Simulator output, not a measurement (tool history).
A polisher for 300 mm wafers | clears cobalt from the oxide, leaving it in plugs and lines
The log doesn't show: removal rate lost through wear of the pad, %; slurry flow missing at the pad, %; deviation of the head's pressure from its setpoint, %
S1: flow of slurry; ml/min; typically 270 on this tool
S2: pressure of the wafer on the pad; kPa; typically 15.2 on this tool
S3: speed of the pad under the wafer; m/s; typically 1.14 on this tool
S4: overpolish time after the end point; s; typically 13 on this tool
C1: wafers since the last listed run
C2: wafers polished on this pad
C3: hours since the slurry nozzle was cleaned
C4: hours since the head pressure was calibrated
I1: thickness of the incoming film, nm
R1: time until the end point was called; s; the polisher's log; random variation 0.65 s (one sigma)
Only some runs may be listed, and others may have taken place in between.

run,day,S1,S2,S3,S4,C1,C2,C3,C4,I1,R1
1,0.000,270,15.2,1.14,13,0,458,446.9,1121.1,201.3,37.2
2,0.725,270,15.2,1.38,13,170,629,464.3,1138.5,198.9,30.9
# day 1.342: slurry nozzle cleaned
3,1.512,200,15.2,1.14,11,175,804,4.1,1157.4,197.8,38.2
4,2.500,200,15.2,1.14,11,232,1037,27.8,1181.1,201.7,38.4
# day 2.692: worn pad replaced by a new one
5,3.129,200,15.2,1.14,11,108,103,42.9,1196.2,203.1,37.7
6,4.412,270,17.9,1.14,13,302,405,73.7,1227.0,196.5,29.6
7,5.871,270,17.9,1.14,13,343,749,108.7,1262.0,201.0,30.9
# day 8.121: worn pad replaced by a new one
# day 9.250: head pressure recalibrated
8,9.583,270,15.2,0.86,13,816,325,197.8,8.0,201.2,52.4
9,10.717,270,15.2,0.86,13,267,592,225.0,35.2,199.2,55.1
10,11.258,270,15.2,0.86,13,127,720,238.0,48.2,199.8,53.5
# day 12.542: worn pad replaced by a new one, repeated, since the last time left the tool worse
11,12.562,270,15.2,0.94,13,268,5,269.3,79.5,200.6,42.6
12,13.733,270,15.2,1.28,13,275,281,297.4,107.6,200.7,32.1
13,14.954,270,15.2,1.14,13,287,568,326.7,136.9,203.9,36.7
14,16.012,270,15.2,1.14,13,249,818,352.1,162.3,203.1,37.4
15,17.238,185,15.2,1.14,13,288,1107,381.5,191.7,197.9,39.2
# day 17.738: worn pad replaced by a new one
# day 17.804: slurry nozzle cleaned
16,18.392,330,15.2,1.14,13,222,144,14.1,219.4,197.9,33.8
17,19.167,360,20.7,0.98,21,182,326,32.7,238.0,197.8,29.2
18,20.121,310,17.9,1.40,13,224,551,55.6,260.9,201.0,25.4
19,21.067,200,15.2,1.14,11,222,774,78.3,283.6,200.6,38.7
20,22.450,355,17.2,1.14,13,326,1100,111.5,316.8,202.2,34.9
# day 22.717: worn pad replaced by a new one
21,23.346,270,20.7,1.38,13,171,147,133.0,338.3,200.8,21.8
22,24.608,270,15.2,0.76,13,297,445,163.3,368.6,198.1,52.7
23,25.525,270,15.2,1.14,13,216,661,185.3,390.6,200.6,36.5
24,26.342,350,20.0,1.36,13,192,853,204.9,410.2,201.4,23.8

Predict each of these 3 candidate next runs independently; none follows another, all start after run 24:
A,26.358,270,15.2,0.78,13,3,857,205.3,410.6,199.8,?
B,26.358,350,18.6,1.14,20,3,857,205.3,410.6,199.8,?
C,26.358,270,11.7,1.14,9,3,857,205.3,410.6,199.8,?

run,R1
A,54.8
B,30.7
C,49.6
Without the tool's hidden state the same runs would have given:
run,R1
A,52.4
B,29.4
C,47.4
